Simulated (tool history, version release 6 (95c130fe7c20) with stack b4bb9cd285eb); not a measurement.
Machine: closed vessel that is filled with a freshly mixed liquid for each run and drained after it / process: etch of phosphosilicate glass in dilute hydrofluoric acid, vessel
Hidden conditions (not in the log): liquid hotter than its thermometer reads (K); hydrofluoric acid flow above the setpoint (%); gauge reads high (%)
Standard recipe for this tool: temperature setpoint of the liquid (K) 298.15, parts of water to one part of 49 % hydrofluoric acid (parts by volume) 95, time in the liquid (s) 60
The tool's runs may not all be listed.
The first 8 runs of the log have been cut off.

run	hour	temperature setpoint of the liquid (K)	parts of water to one part of 49 % hydrofluoric acid (parts by volume)	time in the liquid (s)	wafers since the last listed run	hours since the thermometer was replaced	hours since the hydrofluoric acid flow meter was replaced	hours since the gauge calibration	read-back film thickness of the phosphosilicate glass reference wafer, read on the same gauge (nm)	thickness taken off the phosphosilicate glass on a monitor wafer (nm)
9	313.8	298.15	95	60	2960	1871.2	437.0	392.4	91.73	65.80
10	339.1	298.15	95	60	2222	1896.5	462.3	417.7	91.78	65.72
11	393.2	298.15	95	60	4752	1950.6	516.4	471.8	91.96	66.26
12	426.5	298.15	95	60	2925	1983.9	549.7	505.1	92.11	66.38
13	485.1	298.15	95	60	5147	2042.5	608.3	563.7	92.31	66.47
14	573.5	298.15	125	75	7765	2130.9	696.7	652.1	92.63	60.88
15	636.0	298.15	95	60	5490	2193.4	759.2	714.6	92.87	66.35
16	677.2	295.15	60	80	3619	2234.6	800.4	755.8	93.00	130.90
17	718.7	293.65	120	75	3645	2276.1	841.9	797.3	93.16	53.62
18	783.6	295.65	95	30	5701	2341.0	906.8	862.2	93.35	30.41
# hour 815.7: thermometer replaced
19	816.2	298.15	95	60	2775	0.5	939.4	894.8	93.49	67.24
20	852.9	293.65	95	60	3223	37.2	976.1	931.5	93.60	55.87
21	891.6	296.15	95	60	3399	75.9	1014.8	970.2	93.78	62.41
22	941.2	298.15	95	60	4357	125.5	1064.4	1019.8	93.94	67.34
# hour 1060.1: hydrofluoric acid flow meter replaced
# hour 1117.2: gauge calibrated
23	1149.7	298.15	65	85	18228	334.0	89.6	32.5	90.53	140.32
24	1190.3	298.15	115	60	3566	374.6	130.2	73.1	90.61	52.18
25	1235.0	298.15	95	60	3926	419.3	174.9	117.8	90.79	65.10
26	1262.6	295.15	65	75	2424	446.9	202.5	145.4	90.92	108.83
27	1314.1	294.15	70	75	4524	498.4	254.0	196.9	91.05	97.87
28	1351.6	300.15	50	75	3294	535.9	291.5	234.4	91.18	178.32
29	1421.9	298.15	140	75	6175	606.2	361.8	304.7	91.44	52.77
30	1457.5	295.15	65	75	3127	641.8	397.4	340.3	91.53	111.01
31	1508.9	298.15	95	60	4515	693.2	448.8	391.7	91.77	66.22

Below are 5 alternative next runs, each starting from the tool's condition after run 31. Predict each:
A	1509.6	298.15	95	60	61	693.9	449.5	392.4	?	?
B	1509.6	296.15	130	45	61	693.9	449.5	392.4	?	?
C	1509.6	298.15	135	50	61	693.9	449.5	392.4	?	?
D	1509.6	294.15	115	45	61	693.9	449.5	392.4	?	?
E	1509.6	298.15	95	35	61	693.9	449.5	392.4	?	?

run	read-back film thickness of the phosphosilicate glass reference wafer, read on the same gauge (nm)	thickness taken off the phosphosilicate glass on a monitor wafer (nm)
A	91.79	66.07
B	91.79	32.09
C	91.79	36.88
D	91.79	34.08
E	91.79	38.54
Take away the tool's hidden state, keep each run's random variation, and the runs would have read:
run	thickness taken off the phosphosilicate glass on a monitor wafer (nm)
A	64.79
B	31.47
C	36.17
D	33.42
E	37.79
